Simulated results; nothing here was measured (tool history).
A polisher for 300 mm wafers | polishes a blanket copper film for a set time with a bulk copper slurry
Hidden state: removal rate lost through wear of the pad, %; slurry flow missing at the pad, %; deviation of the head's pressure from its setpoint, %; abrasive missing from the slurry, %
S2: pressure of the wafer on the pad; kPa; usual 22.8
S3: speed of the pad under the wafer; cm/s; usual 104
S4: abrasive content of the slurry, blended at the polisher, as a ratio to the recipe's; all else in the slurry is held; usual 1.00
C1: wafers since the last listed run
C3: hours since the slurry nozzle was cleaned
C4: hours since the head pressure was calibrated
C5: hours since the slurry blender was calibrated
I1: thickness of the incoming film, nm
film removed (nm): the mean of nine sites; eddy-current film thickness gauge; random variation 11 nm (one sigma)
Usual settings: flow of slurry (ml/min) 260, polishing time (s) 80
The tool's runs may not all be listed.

{"run": 1, "day": 0.0, "flow of slurry (ml/min)": 260, "S2": 22.8, "S3": 104, "S4": 1.0, "polishing time (s)": 80, "C1": 0, "wafers polished on this pad": 791, "C3": 190.9, "C4": 282.7, "C5": 137.7, "I1": 3647.6, "film removed (nm)": 988.8}
{"run": 2, "day": 1.538, "flow of slurry (ml/min)": 295, "S2": 22.8, "S3": 104, "S4": 1.0, "polishing time (s)": 80, "C1": 316, "wafers polished on this pad": 1108, "C3": 227.8, "C4": 319.6, "C5": 174.6, "I1": 3669.9, "film removed (nm)": 1015.3}
{"run": 3, "day": 6.021, "flow of slurry (ml/min)": 295, "S2": 22.8, "S3": 104, "S4": 1.0, "polishing time (s)": 80, "C1": 922, "wafers polished on this pad": 2031, "C3": 335.4, "C4": 427.2, "C5": 282.2, "I1": 3707.6, "film removed (nm)": 969.4}
{"day": 8.9, "done": "slurry blender recalibrated"}
{"run": 4, "day": 9.946, "flow of slurry (ml/min)": 295, "S2": 22.8, "S3": 104, "S4": 1.0, "polishing time (s)": 80, "C1": 790, "wafers polished on this pad": 2822, "C3": 429.6, "C4": 521.4, "C5": 25.1, "I1": 3723.9, "film removed (nm)": 993.6}
{"day": 10.362, "done": "slurry nozzle cleaned"}
{"day": 11.162, "done": "worn pad replaced by a new one"}
{"run": 5, "day": 13.696, "flow of slurry (ml/min)": 260, "S2": 22.8, "S3": 104, "S4": 1.1, "polishing time (s)": 80, "C1": 729, "wafers polished on this pad": 521, "C3": 80.0, "C4": 611.4, "C5": 115.1, "I1": 3634.9, "film removed (nm)": 1003.4}
{"run": 6, "day": 15.671, "flow of slurry (ml/min)": 260, "S2": 22.8, "S3": 104, "S4": 1.0, "polishing time (s)": 80, "C1": 406, "wafers polished on this pad": 928, "C3": 127.4, "C4": 658.8, "C5": 162.5, "I1": 3636.3, "film removed (nm)": 965.0}
{"day": 18.108, "done": "head pressure recalibrated"}
{"run": 7, "day": 19.212, "flow of slurry (ml/min)": 260, "S2": 22.8, "S3": 104, "S4": 1.0, "polishing time (s)": 80, "C1": 711, "wafers polished on this pad": 1640, "C3": 212.4, "C4": 26.5, "C5": 247.5, "I1": 3716.8, "film removed (nm)": 969.6}
{"run": 8, "day": 22.604, "flow of slurry (ml/min)": 260, "S2": 22.8, "S3": 104, "S4": 1.0, "polishing time (s)": 80, "C1": 698, "wafers polished on this pad": 2338, "C3": 293.8, "C4": 107.9, "C5": 328.9, "I1": 3670.7, "film removed (nm)": 920.7}
{"day": 26.2, "done": "worn pad replaced by a new one"}
{"run": 9, "day": 26.258, "flow of slurry (ml/min)": 260, "S2": 22.8, "S3": 104, "S4": 1.0, "polishing time (s)": 80, "C1": 717, "wafers polished on this pad": 11, "C3": 381.5, "C4": 195.6, "C5": 416.6, "I1": 3674.2, "film removed (nm)": 886.0}
{"day": 26.871, "done": "slurry blender recalibrated"}
{"run": 10, "day": 27.762, "flow of slurry (ml/min)": 260, "S2": 22.8, "S3": 104, "S4": 1.0, "polishing time (s)": 80, "C1": 292, "wafers polished on this pad": 304, "C3": 417.6, "C4": 231.7, "C5": 21.4, "I1": 3634.1, "film removed (nm)": 971.3}
{"day": 28.833, "done": "slurry nozzle cleaned"}
{"run": 11, "day": 29.854, "flow of slurry (ml/min)": 260, "S2": 22.8, "S3": 104, "S4": 1.0, "polishing time (s)": 80, "C1": 422, "wafers polished on this pad": 726, "C3": 24.5, "C4": 281.9, "C5": 71.6, "I1": 3699.4, "film removed (nm)": 1007.8}
{"run": 12, "day": 33.138, "flow of slurry (ml/min)": 260, "S2": 22.8, "S3": 104, "S4": 1.0, "polishing time (s)": 80, "C1": 675, "wafers polished on this pad": 1402, "C3": 103.3, "C4": 360.7, "C5": 150.4, "I1": 3652.2, "film removed (nm)": 1008.7}
{"run": 13, "day": 36.521, "flow of slurry (ml/min)": 295, "S2": 22.8, "S3": 104, "S4": 1.0, "polishing time (s)": 80, "C1": 696, "wafers polished on this pad": 2098, "C3": 184.5, "C4": 441.9, "C5": 231.6, "I1": 3660.5, "film removed (nm)": 989.2}
{"day": 41.067, "done": "worn pad replaced by a new one"}
{"run": 14, "day": 41.088, "flow of slurry (ml/min)": 260, "S2": 29.6, "S3": 104, "S4": 0.8, "polishing time (s)": 68, "C1": 905, "wafers polished on this pad": 4, "C3": 294.1, "C4": 551.5, "C5": 341.2, "I1": 3717.6, "film removed (nm)": 984.2}
{"day": 43.254, "done": "slurry blender recalibrated"}
{"run": 15, "day": 43.783, "flow of slurry (ml/min)": 260, "S2": 15.9, "S3": 104, "S4": 1.0, "polishing time (s)": 80, "C1": 537, "wafers polished on this pad": 542, "C3": 358.8, "C4": 616.2, "C5": 12.7, "I1": 3655.3, "film removed (nm)": 719.8}
{"run": 16, "day": 46.125, "flow of slurry (ml/min)": 260, "S2": 20.0, "S3": 132, "S4": 0.75, "polishing time (s)": 101, "C1": 482, "wafers polished on this pad": 1024, "C3": 415.0, "C4": 672.4, "C5": 68.9, "I1": 3612.0, "film removed (nm)": 1288.2}
{"run": 17, "day": 47.933, "flow of slurry (ml/min)": 320, "S2": 22.8, "S3": 68, "S4": 0.7, "polishing time (s)": 58, "C1": 372, "wafers polished on this pad": 1396, "C3": 458.4, "C4": 715.8, "C5": 112.3, "I1": 3638.7, "film removed (nm)": 435.8}
{"day": 51.079, "done": "slurry nozzle cleaned"}
{"run": 18, "day": 51.938, "flow of slurry (ml/min)": 295, "S2": 22.8, "S3": 104, "S4": 1.0, "polishing time (s)": 80, "C1": 815, "wafers polished on this pad": 2212, "C3": 20.6, "C4": 811.9, "C5": 208.4, "I1": 3732.1, "film removed (nm)": 1020.8}
{"day": 53.017, "done": "worn pad replaced by a new one"}
{"day": 53.154, "done": "head pressure recalibrated"}
{"run": 19, "day": 54.521, "flow of slurry (ml/min)": 260, "S2": 22.8, "S3": 104, "S4": 1.0, "polishing time (s)": 80, "C1": 480, "wafers polished on this pad": 292, "C3": 82.6, "C4": 32.8, "C5": 270.4, "I1": 3657.3, "film removed (nm)": 972.9}
{"run": 20, "day": 58.95, "flow of slurry (ml/min)": 185, "S2": 22.8, "S3": 104, "S4": 1.3, "polishing time (s)": 100, "C1": 911, "wafers polished on this pad": 1204, "C3": 188.9, "C4": 139.1, "C5": 376.7, "I1": 3655.7, "film removed (nm)": 1179.7}
{"day": 60.142, "done": "slurry blender recalibrated"}
{"run": 21, "day": 60.667, "flow of slurry (ml/min)": 260, "S2": 20.0, "S3": 104, "S4": 1.0, "polishing time (s)": 103, "C1": 336, "wafers polished on this pad": 1540, "C3": 230.1, "C4": 180.3, "C5": 12.6, "I1": 3699.2, "film removed (nm)": 1195.3}
{"run": 22, "day": 63.012, "flow of slurry (ml/min)": 260, "S2": 22.8, "S3": 104, "S4": 1.0, "polishing time (s)": 80, "C1": 482, "wafers polished on this pad": 2023, "C3": 286.4, "C4": 236.6, "C5": 68.9, "I1": 3732.8, "film removed (nm)": 1000.5}
{"run": 23, "day": 65.221, "flow of slurry (ml/min)": 260, "S2": 22.8, "S3": 104, "S4": 1.25, "polishing time (s)": 80, "C1": 454, "wafers polished on this pad": 2478, "C3": 339.4, "C4": 289.6, "C5": 121.9, "I1": 3710.6, "film removed (nm)": 1048.9}
{"day": 67.571, "done": "worn pad replaced by a new one"}
{"run": 24, "day": 69.462, "flow of slurry (ml/min)": 205, "S2": 30.3, "S3": 104, "S4": 1.0, "polishing time (s)": 80, "C1": 838, "wafers polished on this pad": 389, "C3": 441.2, "C4": 391.4, "C5": 223.7, "I1": 3611.5, "film removed (nm)": 1154.0}

The same runs without the tool's hidden state, with the same run-to-run variation:
run=1 film_removed_(nm)=1030.1
run=2 film_removed_(nm)=1068.1
run=3 film_removed_(nm)=1061.7
run=4 film_removed_(nm)=1076.4
run=5 film_removed_(nm)=1056.1
run=6 film_removed_(nm)=1028.3
run=7 film_removed_(nm)=1062.3
run=8 film_removed_(nm)=1043.4
run=9 film_removed_(nm)=1054.1
run=10 film_removed_(nm)=1051.6
run=11 film_removed_(nm)=1034.3
run=12 film_removed_(nm)=1054.6
run=13 film_removed_(nm)=1057.0
run=14 film_removed_(nm)=1096.4
run=15 film_removed_(nm)=759.1
run=16 film_removed_(nm)=1400.8
run=17 film_removed_(nm)=480.6
run=18 film_removed_(nm)=1073.2
run=19 film_removed_(nm)=1039.3
run=20 film_removed_(nm)=1312.9
run=21 film_removed_(nm)=1219.2
run=22 film_removed_(nm)=1040.0
run=23 film_removed_(nm)=1114.6
run=24 film_removed_(nm)=1322.5

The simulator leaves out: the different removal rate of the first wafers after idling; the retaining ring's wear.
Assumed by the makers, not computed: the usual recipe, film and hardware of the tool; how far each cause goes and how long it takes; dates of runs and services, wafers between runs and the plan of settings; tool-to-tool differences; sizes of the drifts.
